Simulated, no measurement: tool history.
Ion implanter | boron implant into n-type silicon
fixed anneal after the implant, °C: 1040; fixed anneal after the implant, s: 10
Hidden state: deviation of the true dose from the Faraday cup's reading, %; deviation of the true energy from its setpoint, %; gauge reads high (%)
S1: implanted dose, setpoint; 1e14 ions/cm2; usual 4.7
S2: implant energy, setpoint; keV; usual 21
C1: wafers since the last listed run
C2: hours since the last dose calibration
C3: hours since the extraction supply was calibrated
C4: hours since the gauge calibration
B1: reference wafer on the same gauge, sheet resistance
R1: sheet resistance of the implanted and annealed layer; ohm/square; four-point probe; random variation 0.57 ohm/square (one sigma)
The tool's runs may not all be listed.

run     day    S1    S2    C1      C2      C3      C4      B1      R1
  1       0   4.7    21     0    94.6    2846  1613.5  217.17  227.01
  2   3.029   4.7    21  1404   167.3  2918.7  1686.2  216.96  226.78
  3   5.979   4.7    21  1368   238.1  2989.5    1757  217.11  227.49
  4   9.108   4.7    21  1451   313.2  3064.6  1832.1  217.03  227.77
  5    13.5   4.7    21  2036   418.6    3170  1937.5  217.02   226.7
  6  16.542  4.05    21  1410   491.6    3243  2010.5  217.07  256.67
  7  20.796  4.05    21  1972   593.7  3345.1  2112.6  217.17   256.6
  8  24.988  4.05    21  1943   694.3  3445.7  2213.2  216.94  256.68
  9  27.725   4.7    21  1269     760  3511.4  2278.9  217.09  227.62
 10  29.767   4.7    21   946     809  3560.4  2327.9  217.01  226.94
     32.204  -- extraction supply calibrated
 11  33.792   4.7    21  1712   905.6    38.1  2424.5  217.04  226.85
 12  36.521  5.55  25.5  1265   971.1   103.6    2490  216.95  193.65
 13  40.942   4.7    21  2050  1077.2   209.7  2596.1   216.9   226.8
     40.967  -- gauge calibrated
 14  44.204   4.7    21  1513  1155.5     288    77.7  217.04  225.83
 15  47.129   4.7    21  1356  1225.7   358.2   147.9  216.93  225.31
 16  48.929   4.7    21   834  1268.9   401.4   191.1  217.06  225.42
 17  51.938   4.7    21  1395  1341.1   473.6   263.3     217  225.82
 18  56.325  3.55    21  2034  1446.4   578.9   368.6  217.01  282.02
 19  58.625  5.73  24.5  1066  1501.6   634.1   423.8  217.09  187.34
 20  62.338   4.1    21  1721  1590.7   723.2   512.9     217   252.3
 21  66.104   4.7    21  1746  1681.1   813.6   603.3  217.07  225.24
 22  68.746   5.4  27.5  1225  1744.5     877   666.7  217.14  193.44
 23  70.325   4.7    21   732  1782.4   914.9   704.6  217.14  223.37
 24  73.267   4.7    21  1364    1853   985.5   775.2  217.04   223.8
     75.621  -- Faraday cup replaced and dose calibrated
 25  75.642  5.68    21   946     0.5  1042.5   832.2  217.15  195.16
 26  78.238   5.8    14  1203    62.8  1104.8   894.5  216.88   199.6
 27  81.279   4.7    21  1410   135.8  1177.8   967.5  216.99  228.25
 28  85.671  5.36    17  2036   241.2  1283.2  1072.9  216.98  209.39
 29  88.958  3.89    26  1524   320.1  1362.1  1151.8   217.1   259.6
 30  94.154   4.7  26.5  2409   444.8  1486.8  1276.5  217.05  222.06
 31  96.871  3.46    21  1259     510    1552  1341.7  216.87  291.84
 32  99.829   4.7    21  1371     581    1623  1412.7  217.18   228.6

3 ways to go on from here, each from the tool as it stands after run 32. What would each give?
  A  99.846  4.12  21   7  581.4  1623.4  1413.1   ?   ?
  B  99.846  3.32  21   7  581.4  1623.4  1413.1   ?   ?
  C  99.846  5.63  15   7  581.4  1623.4  1413.1   ?   ?

run      B1      R1
  A  216.99  253.28
  B  216.99  301.61
  C  216.99  202.74
Without the tool's hidden state the same runs would have given:
run      R1
  A  252.45
  B  300.63
  C  202.05
